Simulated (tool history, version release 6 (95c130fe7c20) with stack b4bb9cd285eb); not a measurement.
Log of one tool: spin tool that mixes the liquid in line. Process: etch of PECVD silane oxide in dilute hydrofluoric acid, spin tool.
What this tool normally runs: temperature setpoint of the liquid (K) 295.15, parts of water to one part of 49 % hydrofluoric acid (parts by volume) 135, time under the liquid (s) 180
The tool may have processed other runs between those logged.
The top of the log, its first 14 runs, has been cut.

run	day	temperature setpoint of the liquid (K)	parts of water to one part of 49 % hydrofluoric acid (parts by volume)	time under the liquid (s)	wafers since the last listed run	hours since the thermometer was replaced	hours since the hydrofluoric acid flow meter was replaced	hours since the gauge calibration	read-back film thickness of the PECVD silane oxide reference wafer, read on the same gauge (nm)	thickness taken off the PECVD silane oxide on a monitor wafer (angstrom)
15	18.788	293.15	80	130	115	2925.4	507.2	111.2	49.50	356.9
16	19.358	299.65	135	255	88	2939.1	520.9	124.9	49.40	501.4
17	20.150	290.65	135	255	123	2958.1	539.9	143.9	49.35	354.2
# day 20.225: thermometer replaced
18	21.392	295.15	135	180	186	28.0	569.7	173.7	49.30	298.2
# day 21.758: hydrofluoric acid flow meter replaced
19	24.962	295.15	105	180	549	113.7	76.9	259.4	49.04	388.4
20	26.279	295.15	135	180	205	145.3	108.5	291.0	48.99	291.9
21	28.108	295.15	100	180	284	189.2	152.4	334.9	48.87	416.8
22	29.221	295.15	135	270	173	215.9	179.1	361.6	48.85	437.6
23	29.808	291.65	155	270	91	230.0	193.2	375.7	48.81	329.2
24	30.692	297.15	80	210	137	251.2	214.4	396.9	48.79	673.6
25	32.008	295.15	185	265	205	282.8	246.0	428.5	48.72	297.1
26	33.200	295.15	135	180	185	311.4	274.6	457.1	48.69	293.9
27	34.279	299.15	155	80	168	337.3	300.5	483.0	48.65	130.0
28	35.179	295.15	135	145	140	358.9	322.1	504.6	48.66	238.2
29	35.979	295.15	110	180	124	378.1	341.3	523.8	48.63	371.8
30	37.138	295.15	135	180	180	405.9	369.1	551.6	48.56	295.8
31	38.325	291.15	90	75	184	434.4	397.6	580.1	48.63	163.4
32	38.879	295.15	200	270	86	447.7	410.9	593.4	48.58	275.8

Alternative continuations, all from the tool just after run 32; predict every row:
A	38.900	293.65	135	180	3	448.2	411.4	593.9	?	?
B	38.900	293.15	75	145	3	448.2	411.4	593.9	?	?
C	38.900	298.15	185	135	3	448.2	411.4	593.9	?	?
D	38.900	293.65	135	260	3	448.2	411.4	593.9	?	?
E	38.900	290.65	195	110	3	448.2	411.4	593.9	?	?

run	read-back film thickness of the PECVD silane oxide reference wafer, read on the same gauge (nm)	thickness taken off the PECVD silane oxide on a monitor wafer (angstrom)
A	48.60	275.5
B	48.60	418.5
C	48.60	169.7
D	48.60	397.9
E	48.60	97.4
Without the tool's unlogged condition, the same runs would have read:
run	thickness taken off the PECVD silane oxide on a monitor wafer (angstrom)
A	283.7
B	430.9
C	174.7
D	409.7
E	100.3
